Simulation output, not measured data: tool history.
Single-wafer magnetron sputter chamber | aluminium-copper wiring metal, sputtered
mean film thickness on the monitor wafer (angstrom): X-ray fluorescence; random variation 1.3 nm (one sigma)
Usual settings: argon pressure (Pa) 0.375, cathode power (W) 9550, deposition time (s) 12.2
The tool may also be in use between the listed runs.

run     day  argon pressure (Pa)  cathode power (W)  deposition time (s)  read-back reference wafer on the same gauge, thickness_nm  mean film thickness on the monitor wafer (angstrom)
  1   0.000                0.282               9550                 11.3                                                    185.056                                              2161.03
  2   1.179                0.282               9550                 11.3                                                    184.736                                              2146.76
  3   3.154                0.282               9550                 11.3                                                    185.055                                              2135.03
  4   4.696                0.375               9550                 12.2                                                    184.802                                              2186.11
  5   7.625                0.375               9550                 12.2                                                    185.166                                              2163.08
      8.029  -- sputter target and shields replaced
  6   9.512                0.375               9550                 12.2                                                    185.045                                              2239.97
  7  11.062                0.408               9550                 12.2                                                    184.849                                              2187.20
  8  13.988                0.408               9550                 12.2                                                    184.988                                              2169.39
  9  15.350                0.493               9550                 13.8                                                    184.931                                              2329.89
     16.992  -- sputter target and shields replaced
 10  17.354                0.493               9550                 13.8                                                    185.131                                              2409.41
 11  18.612                0.375               9550                 12.2                                                    184.957                                              2270.73
     19.392  -- capacitance manometer re-zeroed and calibrated
 12  20.700                0.375              11700                 10.5                                                    184.802                                              2184.88
 13  23.275                0.523               9550                 13.2                                                    184.706                                              2212.87
     24.371  -- sputter target and shields replaced
 14  25.896                0.375               9550                 11.5                                                    185.021                                              2125.28
 15  27.171                0.240               8850                 12.2                                                    184.558                                              2266.87
     27.862  -- magnet pack replaced
 16  28.208                0.375               9550                 12.2                                                    184.806                                              2242.05
 17  30.204                0.514              11450                 14.3                                                    185.241                                              2715.30
     31.658  -- sputter target and shields replaced
 18  31.679                0.375               9550                 12.2                                                    185.012                                              2253.23

Forecast run 19:
     32.550  -- gauge calibrated
 19  33.942                0.493               9550                 13.8                                                          ?                                                    ?

Run 19 gave read-back reference wafer on the same gauge, thickness_nm 184.879, mean film thickness on the monitor wafer (angstrom) 2416.11.
Without the tool's hidden state the same run would have given mean film thickness on the monitor wafer (angstrom) 2426.31.
